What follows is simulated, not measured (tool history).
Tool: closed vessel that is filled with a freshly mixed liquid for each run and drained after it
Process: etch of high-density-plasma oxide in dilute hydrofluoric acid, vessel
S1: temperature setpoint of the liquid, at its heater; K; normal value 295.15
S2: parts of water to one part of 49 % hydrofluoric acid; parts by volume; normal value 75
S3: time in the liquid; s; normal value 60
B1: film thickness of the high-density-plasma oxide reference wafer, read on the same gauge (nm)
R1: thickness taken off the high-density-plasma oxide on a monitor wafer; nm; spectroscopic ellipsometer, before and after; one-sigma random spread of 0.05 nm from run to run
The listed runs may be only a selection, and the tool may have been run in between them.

run	day	S1	S2	S3	B1	R1
1	0	295.15	100	45	80.017	2.745
2	3.608	295.15	50	60	80.018	7.65
3	6.617	295.15	50	60	80	7.817
4	19.517	295.15	75	60	79.993	4.953
5	21.583	295.15	75	60	79.99	5.031
6	24.058	295.15	75	60	80.004	5.029
7	26.562	295.15	75	60	80.01	4.971
8	30.621	295.15	75	60	79.999	4.985
9	34.429	295.15	75	60	80.009	4.989
10	36.854	293.15	65	60	80.002	5.366
11	38.646	293.15	65	60	80.017	5.392
12	42.542	293.15	65	60	79.989	5.358
13	46	299.15	105	95	80.019	6.388
14	56.675	295.15	75	60	79.986	4.997
15	58.992	295.15	75	60	79.998	5.017
16	61.654	295.15	75	75	80.001	6.267
17	64.779	298.15	55	85	80.023	11.232
18	67.238	291.15	40	60	80.03	8.196
19	70.096	293.15	65	60	79.992	5.274
20	72.721	295.15	75	45	79.984	3.767
21	74.679	295.15	35	50	80.011	9.206
22	85	296.65	75	45	79.968	3.914
23	90.621	293.15	40	40	80.042	6.057
24	93.217	297.65	100	60	79.987	4.051

Put back what was entered between runs (7 entries, withheld): which listed runs does each sit between, and how does the hidden state differ from the listed run before to the listed run after?
In the gap between runs 1 and 2: hydrofluoric acid flow meter replaced (day 0.429)
  the hidden state is the same at both runs
In the gap between runs 6 and 7: hydrofluoric acid flow meter replaced (day 25.825)
  the hidden state is the same at both runs
In the gap between runs 9 and 10: gauge calibrated (day 34.962)
  the hidden state is the same at both runs
In the gap between runs 13 and 14: hydrofluoric acid flow meter replaced (day 49.95)
  the hidden state is the same at both runs
In the gap between runs 14 and 15: thermometer replaced (day 58.071)
  the hidden state is the same at both runs
In the gap between runs 19 and 20: hydrofluoric acid flow meter replaced (day 72.433)
  the hidden state is the same at both runs
In the gap between runs 23 and 24: hydrofluoric acid flow meter replaced (day 92.542)
  the hidden state is the same at both runs
